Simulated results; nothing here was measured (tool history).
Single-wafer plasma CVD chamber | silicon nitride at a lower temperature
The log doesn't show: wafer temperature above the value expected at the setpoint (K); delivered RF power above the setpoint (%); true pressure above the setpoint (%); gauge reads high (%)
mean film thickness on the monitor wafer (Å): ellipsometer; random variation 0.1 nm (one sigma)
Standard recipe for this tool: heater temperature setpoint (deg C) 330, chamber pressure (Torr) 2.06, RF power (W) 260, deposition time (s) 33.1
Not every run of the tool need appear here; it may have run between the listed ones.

run   hour  heater temperature setpoint (deg C)  chamber pressure (Torr)  RF power (W)  deposition time (s)  wafers since the last listed run  hours since the last thermocouple change  hours since the last RF generator calibration  hours since the last manometer calibration  hours since the showerhead was replaced  hours since the gauge calibration  read-back reference wafer on the same gauge, thickness_nm  mean film thickness on the monitor wafer (Å)
  1    0.0                                  330                     2.06           260                 30.8                                 0                                    1713.4                                         1903.5                                      2186.5                                   3473.6                               80.0                                                     42.111                                        341.03
  2    8.5                                  330                     2.06           260                 30.8                               241                                    1721.9                                         1912.0                                      2195.0                                   3482.1                               88.5                                                     42.108                                        341.97
  3   50.0                                  330                     2.06           260                 33.1                              1178                                    1763.4                                         1953.5                                      2236.5                                   3523.6                              130.0                                                     42.092                                        368.07
  4   61.6                                  330                     2.06           260                 33.1                               329                                    1775.0                                         1965.1                                      2248.1                                   3535.2                              141.6                                                     42.121                                        367.08
  5   86.0                                  330                     2.06           260                 33.1                               692                                    1799.4                                         1989.5                                      2272.5                                   3559.6                              166.0                                                     42.082                                        365.78
  6  102.0                                  330                     2.06           260                 33.1                               454                                    1815.4                                         2005.5                                      2288.5                                   3575.6                              182.0                                                     42.106                                        363.98
     129.0  -- RF generator calibrated
     138.9  -- capacitance manometer re-zeroed and calibrated
  7  148.5                                  330                     2.06           260                 33.1                               866                                    1861.9                                           19.5                                         9.6                                   3622.1                              228.5                                                     42.098                                        365.92
  8  162.3                                  330                     2.06           260                 33.1                               391                                    1875.7                                           33.3                                        23.4                                   3635.9                              242.3                                                     42.102                                        365.93
  9  170.5                                  330                     2.06           260                 33.1                               232                                    1883.9                                           41.5                                        31.6                                   3644.1                              250.5                                                     42.099                                        366.65
 10  176.5                                  330                     2.06           260                 33.1                               170                                    1889.9                                           47.5                                        37.6                                   3650.1                              256.5                                                     42.126                                        367.12
 11  190.0                                  330                     2.06           260                 33.1                               383                                    1903.4                                           61.0                                        51.1                                   3663.6                              270.0                                                     42.101                                        366.77
     199.2  -- showerhead replaced
 12  201.6                                  330                     2.06           260                 33.1                               102                                    1915.0                                           72.6                                        62.7                                      2.4                              281.6                                                     42.089                                        366.16
 13  216.6                                  330                     2.06           260                 33.1                               425                                    1930.0                                           87.6                                        77.7                                     17.4                              296.6                                                     42.095                                        367.08
 14  227.5                                  330                     2.06           260                 33.1                               309                                    1940.9                                           98.5                                        88.6                                     28.3                              307.5                                                     42.090                                        367.10
 15  233.9                                  330                     2.06           260                 30.9                               181                                    1947.3                                          104.9                                        95.0                                     34.7                              313.9                                                     42.102                                        341.85
     234.2  -- gauge calibrated
 16  240.4                                  330                     2.06           260                 33.1                               184                                    1953.8                                          111.4                                       101.5                                     41.2                                6.2                                                     42.117                                        365.49
 17  256.5                                  330                     2.06           260                 33.1                               457                                    1969.9                                          127.5                                       117.6                                     57.3                               22.3                                                     42.058                                        366.74
 18  270.8                                  330                     1.69           210                 28.7                               406                                    1984.2                                          141.8                                       131.9                                     71.6                               36.6                                                     42.125                                        233.31
     290.7  -- thermocouple changed; heater temperature recalibrated
 19  291.2                                  330                     2.52           260                 33.1                               352                                       0.5                                          162.2                                       152.3                                     92.0                               57.0                                                     42.093                                        395.24
 20  294.9                                  344                     1.78           220                 28.4                               105                                       4.2                                          165.9                                       156.0                                     95.7                               60.7                                                     42.120                                        247.34
 21  304.4                                  335                     2.06           305                 33.1                               269                                      13.7                                          175.4                                       165.5                                    105.2                               70.2                                                     42.063                                        422.52
 22  313.7                                  344                     1.78           220                 28.4                               264                                      23.0                                          184.7                                       174.8                                    114.5                               79.5                                                     42.093                                        247.29
 23  324.3                                  330                     1.62           220                 33.1                               301                                      33.6                                          195.3                                       185.4                                    125.1                               90.1                                                     42.114                                        276.11
 24  333.9                                  339                     1.92           260                 37.0                               272                                      43.2                                          204.9                                       195.0                                    134.7                               99.7                                                     42.112                                        397.44
 25  342.4                                  330                     2.06           260                 33.1                               241                                      51.7                                          213.4                                       203.5                                    143.2                              108.2                                                     42.091                                        366.58
 26  360.3                                  341                     1.89           310                 33.1                               508                                      69.6                                          231.3                                       221.4                                    161.1                              126.1                                                     42.104                                        409.73
 27  399.1                                  330                     2.06           275                 33.1                              1101                                     108.4                                          270.1                                       260.2                                    199.9                              164.9                                                     42.094                                        386.33
 28  414.9                                  321                     2.33           280                 39.6                               448                                     124.2                                          285.9                                       276.0                                    215.7                              180.7                                                     42.106                                        492.76

Branching from run 28: 5 alternative next runs. What would each branch give?
  A  415.3                                  330                     2.06           260                 33.1                                11                                     124.6                                          286.3                                       276.4                                    216.1                              181.1                                                          ?                                             ?
  B  415.3                                  330                     1.72           305                 33.1                                11                                     124.6                                          286.3                                       276.4                                    216.1                              181.1                                                          ?                                             ?
  C  415.3                                  330                     2.06           260                 29.2                                11                                     124.6                                          286.3                                       276.4                                    216.1                              181.1                                                          ?                                             ?
  D  415.3                                  340                     1.61           215                 28.8                                11                                     124.6                                          286.3                                       276.4                                    216.1                              181.1                                                          ?                                             ?
  E  415.3                                  322                     2.06           260                 28.6                                11                                     124.6                                          286.3                                       276.4                                    216.1                              181.1                                                          ?                                             ?

run  read-back reference wafer on the same gauge, thickness_nm  mean film thickness on the monitor wafer (Å)
  A                                                     42.108                                        367.51
  B                                                     42.108                                        389.35
  C                                                     42.108                                        324.30
  D                                                     42.108                                        233.29
  E                                                     42.108                                        318.66
Without the tool's unlogged condition, the same runs would have read:
run  mean film thickness on the monitor wafer (Å)
  A                                        367.51
  B                                        389.35
  C                                        324.30
  D                                        233.29
  E                                        318.66
